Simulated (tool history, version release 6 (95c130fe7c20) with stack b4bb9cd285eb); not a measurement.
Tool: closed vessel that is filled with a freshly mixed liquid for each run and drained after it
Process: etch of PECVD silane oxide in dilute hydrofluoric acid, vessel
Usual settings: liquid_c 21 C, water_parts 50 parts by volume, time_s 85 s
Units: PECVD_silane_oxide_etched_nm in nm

run	hour	liquid_c	water_parts	time_s	wafers since the last listed run	hours since the thermometer was replaced	hours since the hydrofluoric acid flow meter was replaced	hours since the gauge calibration	read-back film thickness of the PECVD silane oxide reference wafer, read on the same gauge (nm)	PECVD_silane_oxide_etched_nm
1	0	21	40	85	0	1475.4	696.9	354.8	30	53.13
# hour 24.9: gauge calibrated
2	50	21	40	85	4496	1525.4	746.9	25.1	30	53.24
3	75.2	21	50	85	2266	1550.6	772.1	50.3	30.01	42.06
4	125.9	21	50	85	4559	1601.3	822.8	101	30	42.56
5	159	21	50	85	2976	1634.4	855.9	134.1	29.99	42.35
6	185.3	21	50	85	2365	1660.7	882.2	160.4	30.01	42.91
7	224.4	21	50	85	3516	1699.8	921.3	199.5	30.02	42.76
8	275.4	21	50	85	4586	1750.8	972.3	250.5	30	43.51
9	335.6	21	50	85	5414	1811	1032.5	310.7	29.99	42.8
10	375.8	21	30	85	3615	1851.2	1072.7	350.9	30	73.59
11	411.1	21	50	85	3174	1886.5	1108	386.2	29.99	43.83
# hour 440.6: thermometer replaced
12	452.2	21	50	130	3606	11.6	1149.1	427.3	30.01	66.86
13	478.9	17	50	130	2401	38.3	1175.8	454	30.01	56.08
# hour 502.8: hydrofluoric acid flow meter replaced
# hour 525.1: gauge calibrated
14	536.2	23	25	125	5063	95.6	33.4	11.1	30.02	131.19
15	607	23	30	85	6367	166.4	104.2	81.9	30.01	74.31
16	659.1	23	50	60	4685	218.5	156.3	134	30.01	31.21
17	716.3	21	50	85	5144	275.7	213.5	191.2	30.02	40.27
18	741.9	23.5	35	115	2302	301.3	239.1	216.8	30.02	88.3

5 ways to go on from here, each from the tool as it stands after run 18. What would each give?
A	742.6	21	50	85	62	302	239.8	217.5	?	?
B	742.6	23.5	50	105	62	302	239.8	217.5	?	?
C	742.6	17.5	50	85	62	302	239.8	217.5	?	?
D	742.6	19	30	85	62	302	239.8	217.5	?	?
E	742.6	24.5	50	85	62	302	239.8	217.5	?	?

run	read-back film thickness of the PECVD silane oxide reference wafer, read on the same gauge (nm)	PECVD_silane_oxide_etched_nm
A	29.98	40.3
B	29.98	55.26
C	29.98	34.7
D	29.98	63.12
E	29.98	46.62
Without the tool's hidden state the same runs would have given:
run	PECVD_silane_oxide_etched_nm
A	38.73
B	53.1
C	33.35
D	60.7
E	44.79
